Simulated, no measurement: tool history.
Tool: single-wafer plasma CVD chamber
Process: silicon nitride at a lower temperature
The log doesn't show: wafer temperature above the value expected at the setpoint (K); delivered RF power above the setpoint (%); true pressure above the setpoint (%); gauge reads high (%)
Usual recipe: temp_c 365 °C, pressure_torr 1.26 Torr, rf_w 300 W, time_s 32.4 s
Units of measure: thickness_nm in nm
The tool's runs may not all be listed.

run	hour	temp_c	pressure_torr	rf_w	time_s	wafers since the last listed run	hours since the last thermocouple change	hours since the last RF generator calibration	hours since the last manometer calibration	hours since the showerhead was replaced	hours since the gauge calibration	read-back reference wafer on the same gauge, thickness_nm	thickness_nm
1	0.0	365	1.26	300	32.4	0	565.2	733.8	1034.5	2963.1	1658.7	41.010	37.238
2	99.7	365	1.26	300	32.4	3230	664.9	833.5	1134.2	3062.8	1758.4	41.002	37.222
3	180.4	365	1.26	300	32.4	2614	745.6	914.2	1214.9	3143.5	1839.1	40.991	37.232
4	244.6	365	1.26	300	32.4	2080	809.8	978.4	1279.1	3207.7	1903.3	40.979	37.396
5	317.9	365	1.26	300	32.4	2375	883.1	1051.7	1352.4	3281.0	1976.6	41.023	37.088
6	397.8	365	1.26	300	32.4	2589	963.0	1131.6	1432.3	3360.9	2056.5	40.993	37.217
7	484.1	365	1.13	300	32.4	2796	1049.3	1217.9	1518.6	3447.2	2142.8	41.013	35.294
8	547.0	365	1.26	300	32.4	2038	1112.2	1280.8	1581.5	3510.1	2205.7	40.996	37.128
9	599.5	365	1.26	300	32.4	1701	1164.7	1333.3	1634.0	3562.6	2258.2	41.002	37.278
10	638.5	365	1.26	300	32.4	1263	1203.7	1372.3	1673.0	3601.6	2297.2	41.011	37.320
11	907.6	365	1.26	300	28.6	8719	1472.8	1641.4	1942.1	3870.7	2566.3	40.960	32.783
12	987.8	365	1.36	260	32.4	2598	1553.0	1721.6	2022.3	3950.9	2646.5	41.016	33.082
13	1039.9	357	1.47	300	30.4	1688	1605.1	1773.7	2074.4	4003.0	2698.6	40.994	37.538
14	1127.3	359	1.44	260	30.6	2832	1692.5	1861.1	2161.8	4090.4	2786.0	40.998	32.098
15	1185.6	365	1.26	300	32.4	1889	1750.8	1919.4	2220.1	4148.7	2844.3	41.005	37.283
# hour 1231.3: thermocouple changed; heater temperature recalibrated
# hour 1247.2: showerhead replaced
# hour 1287.6: capacitance manometer re-zeroed and calibrated
16	1288.1	365	1.26	300	32.4	2543	56.8	2021.9	0.5	40.9	2946.8	41.030	36.999
17	1381.8	365	1.00	300	32.4	3036	150.5	2115.6	94.2	134.6	3040.5	40.986	32.761
18	1450.4	354	1.37	350	28.9	2222	219.1	2184.2	162.8	203.2	3109.1	41.016	39.663
19	1497.0	365	1.26	300	32.4	1509	265.7	2230.8	209.4	249.8	3155.7	41.010	36.945
# hour 1515.0: gauge calibrated
20	1548.5	376	1.39	300	32.4	1668	317.2	2282.3	260.9	301.3	33.5	40.976	38.432
21	1607.6	365	1.26	300	32.4	1915	376.3	2341.4	320.0	360.4	92.6	40.992	37.125
# hour 1619.2: RF generator calibrated
22	1667.3	365	1.10	240	35.2	1675	436.0	48.1	379.7	420.1	152.3	41.003	30.056
23	1733.3	365	1.39	270	37.0	2138	502.0	114.1	445.7	486.1	218.3	40.993	40.402
24	2005.4	379	1.50	300	32.4	8816	774.1	386.2	717.8	758.2	490.4	40.998	39.938
25	2069.0	365	1.26	285	32.4	2060	837.7	449.8	781.4	821.8	554.0	40.976	35.638
26	2129.3	365	1.26	300	32.4	1953	898.0	510.1	841.7	882.1	614.3	41.002	37.396
27	2195.2	365	1.26	260	27.7	2135	963.9	576.0	907.6	948.0	680.2	41.019	27.533
28	2240.4	365	1.26	300	26.0	1464	1009.1	621.2	952.8	993.2	725.4	41.029	30.006
29	2328.3	365	1.26	300	32.4	2848	1097.0	709.1	1040.7	1081.1	813.3	40.979	37.489

Here are 3 independent what-if runs from the current tool condition. What would each one return?
A	2328.7	365	1.26	240	32.4	12	1097.4	709.5	1041.1	1081.5	813.7	?	?
B	2328.7	365	1.26	300	27.6	12	1097.4	709.5	1041.1	1081.5	813.7	?	?
C	2328.7	373	1.10	265	26.8	12	1097.4	709.5	1041.1	1081.5	813.7	?	?

run	read-back reference wafer on the same gauge, thickness_nm	thickness_nm
A	41.011	29.337
B	41.011	31.838
C	41.011	25.370
Without the tool's hidden state the same runs would have given:
run	thickness_nm
A	29.821
B	32.321
C	25.769
